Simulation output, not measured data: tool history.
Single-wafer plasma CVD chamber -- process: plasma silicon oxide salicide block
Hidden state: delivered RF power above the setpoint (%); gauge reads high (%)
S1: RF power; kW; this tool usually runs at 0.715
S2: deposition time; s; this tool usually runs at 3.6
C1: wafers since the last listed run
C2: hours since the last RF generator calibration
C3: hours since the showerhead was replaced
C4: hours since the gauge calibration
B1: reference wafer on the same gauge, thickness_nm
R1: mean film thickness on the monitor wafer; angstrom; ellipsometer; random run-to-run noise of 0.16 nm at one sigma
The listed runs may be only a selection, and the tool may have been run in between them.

run    hour     S1    S2    C1     C2      C3     C4      B1      R1
  1       0   0.81   3.6     0  491.6  4440.2   1092  48.974  430.66
        8.2  -- gauge calibrated
  2    57.7   0.81   3.6  2978  549.3  4497.9   49.5   49.02  431.94
  3     104  0.715   3.6  2389  595.6  4544.2   95.8  48.987  412.99
  4   179.9  0.715   3.6  3917  671.5  4620.1  171.7  48.995  411.46
  5   244.6  0.715   3.6  3339  736.2  4684.8  236.4  48.997  412.04
  6   321.8   0.77  3.26  3984  813.4    4762  313.6  48.994  381.08
  7     411   0.77  3.26  4604  902.6  4851.2  402.8  48.966  384.61
  8   490.9  0.715  3.24  4124  982.5  4931.1  482.7  49.052  371.81
      527.9  -- RF generator calibrated
  9   592.7  0.715  3.24  4841   64.8  5032.9  584.5  49.036  371.25
 10     692   0.79   3.6  5125  164.1  5132.2  683.8  48.972  427.92
 11   763.7  0.715   3.6  3701  235.8  5203.9  755.5      49  412.12
 12   820.4  0.715   3.6  2926  292.5  5260.6  812.2  48.999  416.26
 13   894.9  0.685   3.6  3845    367  5335.1  886.7  48.993  406.64
 14     955  0.715   3.6  3102  427.1  5395.2  946.8  48.981  413.38
 15  1000.7  0.715  3.98  2358  472.8  5440.9  992.5  48.983   455.2
     1045.3  -- gauge calibrated
 16  1092.8   0.78  3.91  4754  564.9    5533   47.5  49.007  460.22
     1124.4  -- showerhead replaced
 17  1180.7  0.715  3.86  4124  652.8    56.3  135.4  49.031  440.53
 18  1337.8   0.77  3.23  8109  809.9   213.4  292.5  48.987  379.23
     1432.9  -- RF generator calibrated
 19  1433.4  0.715   3.6  4521    0.5     309  388.1  48.978  411.06
 20  1485.6  0.775  3.92  2694   52.7   361.2  440.3  49.029  463.08
 21  1533.2  0.715   3.6  2457  100.3   408.8  487.9  49.031  411.61
 22  1619.5  0.855  3.29  4454  186.6   495.1  574.2   48.99  399.43
 23  1718.5  0.645  3.15  5110  285.6   594.1  673.2  49.023  350.77
 24  1790.1   0.63  3.27  3695  357.2   665.7  744.8  48.994  361.96
 25    1875  0.715   3.6  4382  442.1   750.6  829.7  49.026  410.93
 26  1978.6   0.59  4.05  5347  545.7   854.2  933.3  48.996   439.6

Below are 4 alternative next runs, each starting from the tool's condition after run 26. Predict each:
  A  1979   0.84   3.6  20  546.1  854.6  933.7   ?   ?
  B  1979   0.84  4.21  20  546.1  854.6  933.7   ?   ?
  C  1979   0.76  3.21  20  546.1  854.6  933.7   ?   ?
  D  1979  0.815  4.29  20  546.1  854.6  933.7   ?   ?

run      B1      R1
  A  49.007  438.89
  B  49.007  513.26
  C  49.007  379.09
  D  49.007  518.02
With the hidden condition removed and each run's random variation left untouched, the same runs would have given:
run      R1
  A  438.89
  B  513.26
  C  379.09
  D  518.02
